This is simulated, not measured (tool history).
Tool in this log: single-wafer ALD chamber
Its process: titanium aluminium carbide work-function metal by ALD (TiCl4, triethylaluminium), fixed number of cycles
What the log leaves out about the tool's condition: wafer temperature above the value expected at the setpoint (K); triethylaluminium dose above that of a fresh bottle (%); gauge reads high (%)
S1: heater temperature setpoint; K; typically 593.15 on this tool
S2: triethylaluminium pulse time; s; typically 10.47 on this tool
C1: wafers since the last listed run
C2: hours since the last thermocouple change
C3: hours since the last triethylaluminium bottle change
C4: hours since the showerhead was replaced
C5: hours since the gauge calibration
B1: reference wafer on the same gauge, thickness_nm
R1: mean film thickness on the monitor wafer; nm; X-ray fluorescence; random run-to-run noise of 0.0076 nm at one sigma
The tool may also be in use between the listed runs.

Run 1, hour 0.0: usual settings; C1 0; C2 1915.0; C3 696.4; C4 4144.0; C5 61.7; B1 2.318. Result: R1 2.104 nm.
Run 2, hour 9.7: usual settings; C1 67; C2 1924.7; C3 706.1; C4 4153.7; C5 71.4; B1 2.319. Result: R1 2.076 nm.
Run 3, hour 16.1: usual settings; C1 44; C2 1931.1; C3 712.5; C4 4160.1; C5 77.8; B1 2.323. Result: R1 2.081 nm.
Run 4, hour 30.1: usual settings but S1 602.15 K; C1 97; C2 1945.1; C3 726.5; C4 4174.1; C5 91.8; B1 2.320. Result: R1 2.122 nm.
Run 5, hour 37.3: usual settings but S1 584.15 K; C1 49; C2 1952.3; C3 733.7; C4 4181.3; C5 99.0; B1 2.319. Result: R1 1.976 nm.
Run 6, hour 52.4: usual settings but S1 584.15 K; C1 104; C2 1967.4; C3 748.8; C4 4196.4; C5 114.1; B1 2.319. Result: R1 1.953 nm.
Run 7, hour 68.9: usual settings; C1 114; C2 1983.9; C3 765.3; C4 4212.9; C5 130.6; B1 2.323. Result: R1 1.990 nm.
At hour 86.2: gauge calibrated.
At hour 89.8: thermocouple changed; heater temperature recalibrated.
Run 8, hour 90.3: usual settings; C1 93; C2 0.5; C3 786.7; C4 4234.3; C5 4.1; B1 2.316. Result: R1 1.953 nm.
Run 9, hour 91.1: usual settings; C1 5; C2 1.3; C3 787.5; C4 4235.1; C5 4.9; B1 2.321. Result: R1 1.953 nm.
At hour 104.0: triethylaluminium bottle replaced.
Run 10, hour 107.4: usual settings but S1 585.15 K, S2 13.93 s; C1 57; C2 17.6; C3 3.4; C4 4251.4; C5 21.2; B1 2.320. Result: R1 2.336 nm.
Run 11, hour 123.2: usual settings but S1 602.15 K, S2 8.34 s; C1 109; C2 33.4; C3 19.2; C4 4267.2; C5 37.0; B1 2.320. Result: R1 2.270 nm.
At hour 144.3: showerhead replaced.
Run 12, hour 144.8: usual settings but S1 608.15 K, S2 12.22 s; C1 94; C2 55.0; C3 40.8; C4 0.5; C5 58.6; B1 2.318. Result: R1 2.506 nm.
Run 13, hour 148.4: usual settings but S2 11.63 s; C1 24; C2 58.6; C3 44.4; C4 4.1; C5 62.2; B1 2.319. Result: R1 2.381 nm.
Run 14, hour 164.8: usual settings but S2 12.42 s; C1 113; C2 75.0; C3 60.8; C4 20.5; C5 78.6; B1 2.319. Result: R1 2.372 nm.
Run 15, hour 180.6: usual settings; C1 109; C2 90.8; C3 76.6; C4 36.3; C5 94.4; B1 2.324. Result: R1 2.347 nm.
Run 16, hour 187.7: usual settings; C1 49; C2 97.9; C3 83.7; C4 43.4; C5 101.5; B1 2.320. Result: R1 2.331 nm.
Run 17, hour 200.2: usual settings but S1 586.15 K; C1 86; C2 110.4; C3 96.2; C4 55.9; C5 114.0; B1 2.320. Result: R1 2.285 nm.
Run 18, hour 211.6: usual settings but S1 588.15 K, S2 9.41 s; C1 79; C2 121.8; C3 107.6; C4 67.3; C5 125.4; B1 2.320. Result: R1 2.240 nm.
Run 19, hour 224.1: usual settings but S1 586.15 K, S2 6.57 s; C1 86; C2 134.3; C3 120.1; C4 79.8; C5 137.9; B1 2.316. Result: R1 1.844 nm.

State the hidden condition of the tool at each of the runs:
wafer temperature above the value expected at the setpoint (K): 0 in every run
gauge reads high (%): 0 in every run
H1: triethylaluminium dose above that of a fresh bottle (%)
run     H1
  1  -28.9
  2  -29.6
  3  -30.1
  4  -31.1
  5  -31.7
  6  -32.9
  7  -34.2
  8    -36
  9    -36
 10  -1.59
 11  -1.61
 12  -1.68
 13  -1.69
 14  -1.78
 15   -1.9
 16  -1.96
 17  -2.08
 18   -2.2
 19  -2.35

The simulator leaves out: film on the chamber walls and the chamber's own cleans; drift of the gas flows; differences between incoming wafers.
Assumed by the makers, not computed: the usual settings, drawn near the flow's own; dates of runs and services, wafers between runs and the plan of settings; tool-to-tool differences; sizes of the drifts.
